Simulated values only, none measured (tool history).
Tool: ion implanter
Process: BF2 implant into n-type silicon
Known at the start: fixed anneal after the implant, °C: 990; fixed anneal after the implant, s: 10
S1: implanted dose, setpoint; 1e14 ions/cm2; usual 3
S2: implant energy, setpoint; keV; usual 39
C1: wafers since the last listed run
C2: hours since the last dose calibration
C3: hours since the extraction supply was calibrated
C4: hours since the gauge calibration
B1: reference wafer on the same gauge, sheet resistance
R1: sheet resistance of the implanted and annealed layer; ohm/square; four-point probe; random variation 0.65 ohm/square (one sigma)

| run | day | S1 | S2 | C1 | C2 | C3 | C4 | B1 | R1 |
|---|---|---|---|---|---|---|---|---|---|
| 1 | 0 | 3 | 39 | 0 | 2046.6 | 2939.7 | 31.5 | 340.19 | 342.62 |
| 2 | 0.842 | 2.46 | 34.5 | 282 | 2066.8 | 2959.9 | 51.7 | 340.31 | 408.27 |
| 3 | 1.354 | 2.46 | 34.5 | 171 | 2079.1 | 2972.2 | 64 | 339.89 | 407.75 |
| 4 | 2.3 | 2.34 | 39 | 316 | 2101.8 | 2994.9 | 86.7 | 339.87 | 421.98 |
| 5 | 3.496 | 2.34 | 39 | 400 | 2130.5 | 3023.6 | 115.4 | 340.07 | 422.47 |
| 6 | 4.908 | 3 | 39 | 473 | 2164.4 | 3057.5 | 149.3 | 339.96 | 340.1 |
| 7 | 6.375 | 3 | 39 | 491 | 2199.6 | 3092.7 | 184.5 | 339.98 | 338.93 |
| 8 | 7.288 | 3 | 39 | 305 | 2221.5 | 3114.6 | 206.4 | 340.09 | 339.12 |
|  | 8.492 | Faraday cup replaced and dose calibrated |
| 9 | 8.512 | 3 | 39 | 298 | 0.5 | 3144 | 235.8 | 339.99 | 355.16 |
| 10 | 9.1 | 3 | 39 | 196 | 14.6 | 3158.1 | 249.9 | 339.89 | 356.28 |
| 11 | 9.779 | 2.77 | 45 | 227 | 30.9 | 3174.4 | 266.2 | 340 | 375.76 |
|  | 10.867 | gauge calibrated |
| 12 | 10.892 | 3.8 | 35 | 372 | 57.6 | 3201.1 | 0.6 | 340.02 | 290.3 |
| 13 | 11.433 | 3.65 | 26 | 181 | 70.6 | 3214.1 | 13.6 | 340.2 | 309.89 |
| 14 | 12.367 | 3.67 | 33.5 | 312 | 93 | 3236.5 | 36 | 340 | 300.46 |
|  | 13.004 | extraction supply calibrated |
| 15 | 13.354 | 2.77 | 28 | 219 | 116.7 | 8.4 | 59.7 | 339.94 | 387.23 |
| 16 | 14.7 | 3.72 | 50 | 450 | 149 | 40.7 | 92 | 340.16 | 285.5 |
| 17 | 15.483 | 2.74 | 30 | 262 | 167.8 | 59.5 | 110.8 | 340.02 | 388.47 |
| 18 | 16.779 | 3.59 | 35.5 | 434 | 198.9 | 90.6 | 141.9 | 340.24 | 304.05 |
| 19 | 17.396 | 2.34 | 39 | 206 | 213.7 | 105.4 | 156.7 | 339.98 | 436.76 |

What the log doesn't show, run by run:
deviation of the true energy from its setpoint, %: 0 in every run
gauge reads high (%): 0 in every run
H1: deviation of the true dose from the Faraday cup's reading, %
| run | H1 |
|---|---|
| 1 | 5.23 |
| 2 | 5.33 |
| 3 | 5.4 |
| 4 | 5.52 |
| 5 | 5.68 |
| 6 | 5.86 |
| 7 | 6.06 |
| 8 | 6.18 |
| 9 | 0.814 |
| 10 | 0.814 |
| 11 | 0.815 |
| 12 | 0.818 |
| 13 | 0.82 |
| 14 | 0.825 |
| 15 | 0.831 |
| 16 | 0.842 |
| 17 | 0.85 |
| 18 | 0.864 |
| 19 | 0.872 |
